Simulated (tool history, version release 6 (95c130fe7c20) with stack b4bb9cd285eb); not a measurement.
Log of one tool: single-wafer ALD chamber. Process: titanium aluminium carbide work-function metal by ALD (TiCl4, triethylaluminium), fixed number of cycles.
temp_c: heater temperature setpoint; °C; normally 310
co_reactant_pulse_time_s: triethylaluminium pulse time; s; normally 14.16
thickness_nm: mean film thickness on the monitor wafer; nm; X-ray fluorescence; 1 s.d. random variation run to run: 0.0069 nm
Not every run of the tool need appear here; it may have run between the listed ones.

run,hour,temp_c,co_reactant_pulse_time_s,"read-back reference wafer on the same gauge, thickness_nm",thickness_nm
1,0,310,11.61,2.049,1.988
2,28.4,310,14.16,2.05,2.002
3,73.9,310,14.16,2.05,2.006
4,119.1,310,14.16,2.049,2.011
5,148.6,310,9.65,2.051,1.966
6,202.2,310,9.65,2.048,1.957
# hour 227.7: triethylaluminium bottle replaced
7,253.3,310,14.16,2.051,2.01
# hour 305.8: showerhead replaced
8,306.3,310,12.64,2.049,1.996
9,326.5,310,12.64,2.051,2.005
10,388.8,310,14.16,2.051,2.014
11,416.2,304,11.03,2.053,1.966
12,476.4,303,10.46,2.051,1.933
13,503,310,14.16,2.049,2.033
14,574.5,310,14.16,2.049,2.022
15,640.3,298,18.32,2.05,1.947
16,668.4,299,17.9,2.05,1.955
# hour 707: thermocouple changed; heater temperature recalibrated
17,734.6,300,15.65,2.048,1.913
18,785.5,315,10.89,2.05,1.989
19,820.3,323,16.54,2.05,2.091
20,881,301,16.77,2.049,1.943
21,950.7,310,14.16,2.05,1.992
22,1008.5,300,8.74,2.05,1.854
# hour 1056.4: gauge calibrated
23,1060.6,296,9.14,2.051,1.829
24,1129.7,325,14.16,2.047,2.109
25,1158.5,300,16.86,2.047,1.941
26,1213.4,297,16.87,2.05,1.913
27,1260.8,310,14.16,2.049,2.007
28,1308.3,321,19,2.051,2.103
29,1371.8,310,14.16,2.05,2.005
30,1420.2,322,16.13,2.053,2.102
31,1465.1,305,14.16,2.051,1.967
32,1505,314,10.07,2.048,2.015
33,1569.5,310,14.16,2.046,2.013

Below are 4 alternative next runs, each starting from the tool's condition after run 33. Predict each:
A,1569.9,310,14.16,?,?
B,1569.9,315,14.16,?,?
C,1569.9,303,9.25,?,?
D,1569.9,322,14.16,?,?

run,"read-back reference wafer on the same gauge, thickness_nm",thickness_nm
A,2.05,2.028
B,2.05,2.065
C,2.05,1.918
D,2.05,2.117
What these runs would have given with no unlogged condition in the tool:
run,thickness_nm
A,1.999
B,2.036
C,1.89
D,2.088

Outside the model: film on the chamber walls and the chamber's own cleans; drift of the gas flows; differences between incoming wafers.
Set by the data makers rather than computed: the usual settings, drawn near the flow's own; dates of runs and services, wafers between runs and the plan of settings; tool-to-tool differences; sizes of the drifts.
